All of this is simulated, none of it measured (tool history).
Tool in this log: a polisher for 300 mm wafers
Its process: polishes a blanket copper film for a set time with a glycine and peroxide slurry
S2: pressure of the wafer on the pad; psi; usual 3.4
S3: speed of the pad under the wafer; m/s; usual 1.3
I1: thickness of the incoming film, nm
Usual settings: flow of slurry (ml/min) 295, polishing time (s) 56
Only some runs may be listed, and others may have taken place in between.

run 1 hour=0 | flow_of_slurry_(ml/min)=295 S2=3.4 S3=1.3 polishing_time_(s)=45 | I1=1611.3 | film_removed_(nm)=316.2
run 2 hour=12.6 | flow_of_slurry_(ml/min)=330 S2=3.4 S3=1.3 polishing_time_(s)=56 | I1=1585.2 | film_removed_(nm)=403.2
run 3 hour=92.7 | flow_of_slurry_(ml/min)=330 S2=3.4 S3=1.3 polishing_time_(s)=56 | I1=1573.3 | film_removed_(nm)=402.2
run 4 hour=125.6 | flow_of_slurry_(ml/min)=330 S2=3.4 S3=1.3 polishing_time_(s)=56 | I1=1582.3 | film_removed_(nm)=397
run 5 hour=138.6 | flow_of_slurry_(ml/min)=295 S2=3.4 S3=1.3 polishing_time_(s)=56 | I1=1591.8 | film_removed_(nm)=401.8
-- hour=139.8 slurry nozzle cleaned
run 6 hour=160.9 | flow_of_slurry_(ml/min)=295 S2=3.4 S3=1.3 polishing_time_(s)=56 | I1=1606.8 | film_removed_(nm)=396.4
run 7 hour=175.4 | flow_of_slurry_(ml/min)=295 S2=3.4 S3=1.3 polishing_time_(s)=56 | I1=1564.5 | film_removed_(nm)=397.1
run 8 hour=204.3 | flow_of_slurry_(ml/min)=295 S2=3.4 S3=1.5 polishing_time_(s)=56 | I1=1591.8 | film_removed_(nm)=437.8
-- hour=207.8 head pressure recalibrated
-- hour=236.5 worn pad replaced by a new one
run 9 hour=239.1 | flow_of_slurry_(ml/min)=295 S2=3.4 S3=1.5 polishing_time_(s)=56 | I1=1610.2 | film_removed_(nm)=440
run 10 hour=271.7 | flow_of_slurry_(ml/min)=295 S2=3.4 S3=1.5 polishing_time_(s)=56 | I1=1605.6 | film_removed_(nm)=436.3
run 11 hour=293.5 | flow_of_slurry_(ml/min)=295 S2=3.4 S3=1.3 polishing_time_(s)=56 | I1=1624.4 | film_removed_(nm)=398.3
run 12 hour=324.1 | flow_of_slurry_(ml/min)=295 S2=3.7 S3=1.3 polishing_time_(s)=50 | I1=1605.1 | film_removed_(nm)=379.8
run 13 hour=336.7 | flow_of_slurry_(ml/min)=295 S2=3.7 S3=1.3 polishing_time_(s)=50 | I1=1601.2 | film_removed_(nm)=381.1
run 14 hour=362.9 | flow_of_slurry_(ml/min)=295 S2=3.4 S3=1.3 polishing_time_(s)=56 | I1=1565.5 | film_removed_(nm)=396.5
run 15 hour=375 | flow_of_slurry_(ml/min)=295 S2=3.4 S3=1.12 polishing_time_(s)=43 | I1=1596.3 | film_removed_(nm)=280.9
run 16 hour=401.9 | flow_of_slurry_(ml/min)=295 S2=2.3 S3=1.3 polishing_time_(s)=39 | I1=1583.3 | film_removed_(nm)=196.1
run 17 hour=423.6 | flow_of_slurry_(ml/min)=295 S2=2.6 S3=1.3 polishing_time_(s)=56 | I1=1593.7 | film_removed_(nm)=316.5
run 18 hour=451.9 | flow_of_slurry_(ml/min)=295 S2=3.4 S3=1.7 polishing_time_(s)=56 | I1=1566.8 | film_removed_(nm)=472
-- hour=465.7 worn pad replaced by a new one
run 19 hour=483.4 | flow_of_slurry_(ml/min)=295 S2=3.4 S3=1.3 polishing_time_(s)=56 | I1=1611.3 | film_removed_(nm)=405.2
run 20 hour=505.3 | flow_of_slurry_(ml/min)=265 S2=3.4 S3=1.3 polishing_time_(s)=56 | I1=1617.1 | film_removed_(nm)=400.8
run 21 hour=521.4 | flow_of_slurry_(ml/min)=225 S2=4.2 S3=1.5 polishing_time_(s)=68 | I1=1606 | film_removed_(nm)=617.3
run 22 hour=544.5 | flow_of_slurry_(ml/min)=295 S2=3.4 S3=1.3 polishing_time_(s)=62 | I1=1588.9 | film_removed_(nm)=444.5
run 23 hour=580.2 | flow_of_slurry_(ml/min)=295 S2=3.4 S3=1.3 polishing_time_(s)=56 | I1=1624.1 | film_removed_(nm)=403.6
run 24 hour=601.2 | flow_of_slurry_(ml/min)=295 S2=3.4 S3=1.3 polishing_time_(s)=56 | I1=1579.8 | film_removed_(nm)=403.6
run 25 hour=634.3 | flow_of_slurry_(ml/min)=295 S2=3.4 S3=1.3 polishing_time_(s)=56 | I1=1614.4 | film_removed_(nm)=399.4
-- hour=648.7 slurry nozzle cleaned
run 26 hour=649.2 | flow_of_slurry_(ml/min)=205 S2=3.7 S3=1.3 polishing_time_(s)=40 | I1=1598.3 | film_removed_(nm)=296.8
run 27 hour=664.8 | flow_of_slurry_(ml/min)=195 S2=3.4 S3=1.74 polishing_time_(s)=40 | I1=1606.2 | film_removed_(nm)=333
-- hour=699.7 worn pad replaced by a new one
run 28 hour=712.7 | flow_of_slurry_(ml/min)=295 S2=3.4 S3=1.3 polishing_time_(s)=56 | I1=1603.3 | film_removed_(nm)=397.1
run 29 hour=740 | flow_of_slurry_(ml/min)=295 S2=3.4 S3=1.3 polishing_time_(s)=56 | I1=1609.4 | film_removed_(nm)=399.2
run 30 hour=756.1 | flow_of_slurry_(ml/min)=330 S2=4.5 S3=1.66 polishing_time_(s)=75 | I1=1593.2 | film_removed_(nm)=822.1
run 31 hour=770 | flow_of_slurry_(ml/min)=390 S2=4.1 S3=0.84 polishing_time_(s)=38 | I1=1621.9 | film_removed_(nm)=249.6
run 32 hour=787.3 | flow_of_slurry_(ml/min)=340 S2=4.3 S3=0.86 polishing_time_(s)=64 | I1=1589.6 | film_removed_(nm)=445.7
run 33 hour=806.6 | flow_of_slurry_(ml/min)=335 S2=3.4 S3=1.02 polishing_time_(s)=56 | I1=1605.9 | film_removed_(nm)=346.8
run 34 hour=827.3 | flow_of_slurry_(ml/min)=295 S2=3.4 S3=1.3 polishing_time_(s)=64 | I1=1598.3 | film_removed_(nm)=453.7
run 35 hour=859.6 | flow_of_slurry_(ml/min)=295 S2=3.4 S3=1.56 polishing_time_(s)=56 | I1=1595.7 | film_removed_(nm)=445.9
run 36 hour=894 | flow_of_slurry_(ml/min)=295 S2=3.4 S3=1.3 polishing_time_(s)=56 | I1=1598.9 | film_removed_(nm)=391.3
run 37 hour=909.6 | flow_of_slurry_(ml/min)=295 S2=2.8 S3=1.3 polishing_time_(s)=56 | I1=1634.1 | film_removed_(nm)=337.2
-- hour=930 worn pad replaced by a new one
run 38 hour=940.9 | flow_of_slurry_(ml/min)=295 S2=2.7 S3=1.6 polishing_time_(s)=47 | I1=1593.4 | film_removed_(nm)=308.2

Forecast each of these 3 alternatives for the next run:
run A hour=941.3 | flow_of_slurry_(ml/min)=295 S2=3.4 S3=1.3 polishing_time_(s)=56 | I1=1588.8 | film_removed_(nm)=?
run B hour=941.3 | flow_of_slurry_(ml/min)=370 S2=4.4 S3=1.1 polishing_time_(s)=41 | I1=1588.8 | film_removed_(nm)=?
run C hour=941.3 | flow_of_slurry_(ml/min)=200 S2=3.4 S3=1.3 polishing_time_(s)=56 | I1=1588.8 | film_removed_(nm)=?

run=A film_removed_(nm)=402.1
run=B film_removed_(nm)=339.9
run=C film_removed_(nm)=383
The same runs, with their run-to-run variation unchanged, on a tool lacking any hidden condition would have given:
run=A film_removed_(nm)=402.1
run=B film_removed_(nm)=339.9
run=C film_removed_(nm)=383
